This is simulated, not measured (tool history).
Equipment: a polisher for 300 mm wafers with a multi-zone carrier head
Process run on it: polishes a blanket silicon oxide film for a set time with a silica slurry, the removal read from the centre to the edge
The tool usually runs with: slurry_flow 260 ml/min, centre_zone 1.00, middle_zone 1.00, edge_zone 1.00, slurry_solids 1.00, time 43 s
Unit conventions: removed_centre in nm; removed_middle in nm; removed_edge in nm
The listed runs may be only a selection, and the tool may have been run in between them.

run,hour,slurry_flow,centre_zone,middle_zone,edge_zone,slurry_solids,time,"incoming thickness of the incoming film, nm",removed_centre,removed_middle,removed_edge
1,0.0,260,1.00,1.00,1.00,1.00,43,985.8,204.1,200.0,204.3
2,12.8,260,1.00,1.00,1.00,1.00,43,981.1,202.3,201.2,206.6
3,20.5,345,1.12,1.00,1.08,1.00,29,964.6,155.0,138.3,144.7
# hour 24.9: worn pad replaced by a new one
4,27.5,260,1.03,1.10,1.00,1.00,37,962.2,176.6,187.3,175.2
5,39.8,315,1.00,1.00,0.96,0.85,43,967.3,191.4,189.0,190.2
6,53.5,260,1.00,1.00,1.00,1.00,43,960.1,199.8,198.1,206.0
# hour 61.2: centre zone pressure recalibrated
# hour 62.0: slurry nozzle cleaned
7,90.9,260,0.90,1.00,1.00,1.00,43,950.2,189.5,203.3,208.7
8,108.0,260,1.05,1.00,1.00,1.00,43,971.1,216.8,204.4,205.7
# hour 110.2: edge zone pressure recalibrated
# hour 122.2: worn pad replaced by a new one
9,122.7,260,1.00,1.00,1.00,1.00,43,979.5,206.5,201.3,206.3
10,137.9,350,1.00,0.89,0.90,1.00,43,972.5,212.4,187.5,207.4
11,144.1,260,1.00,1.00,1.06,1.20,43,957.7,222.3,222.3,230.5
12,155.8,180,1.08,1.00,1.00,1.00,43,966.9,211.9,196.2,200.8
13,169.7,260,1.00,1.00,1.00,0.90,43,973.2,193.8,193.6,193.7
14,209.7,335,1.00,1.00,1.10,1.00,43,980.7,210.6,205.7,215.8
15,225.2,260,1.00,1.05,1.00,1.00,43,976.2,201.6,209.5,205.9
# hour 232.0: worn pad replaced by a new one
16,232.5,305,1.00,1.00,1.00,1.20,43,974.8,222.1,224.3,225.0
17,244.2,260,1.00,1.00,1.00,1.00,43,954.7,202.5,200.3,205.0
18,253.0,320,1.00,1.00,1.00,1.00,43,974.9,208.6,207.2,206.8
19,260.5,260,1.00,0.93,0.95,1.00,43,973.1,201.5,191.4,201.8
20,273.8,300,1.04,1.00,1.00,1.00,32,964.0,157.5,154.1,155.4
21,281.9,260,1.11,1.05,1.00,1.15,35,969.5,192.3,183.2,177.4

Branching from run 21: 4 alternative next runs. What would each branch give?
A,282.3,170,1.00,1.00,1.00,1.00,43,957.6,?,?,?
B,282.3,210,1.00,1.07,1.00,1.00,43,957.6,?,?,?
C,282.3,260,1.00,1.00,1.00,1.00,49,957.6,?,?,?
D,282.3,260,1.00,1.00,0.94,1.25,43,957.6,?,?,?

run,removed_centre,removed_middle,removed_edge
A,189.6,190.7,200.6
B,194.9,206.9,203.9
C,227.6,227.6,236.5
D,220.3,220.4,225.1
Without the tool's hidden state the same runs would have given:
run,removed_centre,removed_middle,removed_edge
A,196.8,197.1,205.5
B,201.3,212.9,208.4
C,234.0,233.4,241.0
D,226.5,225.9,229.4
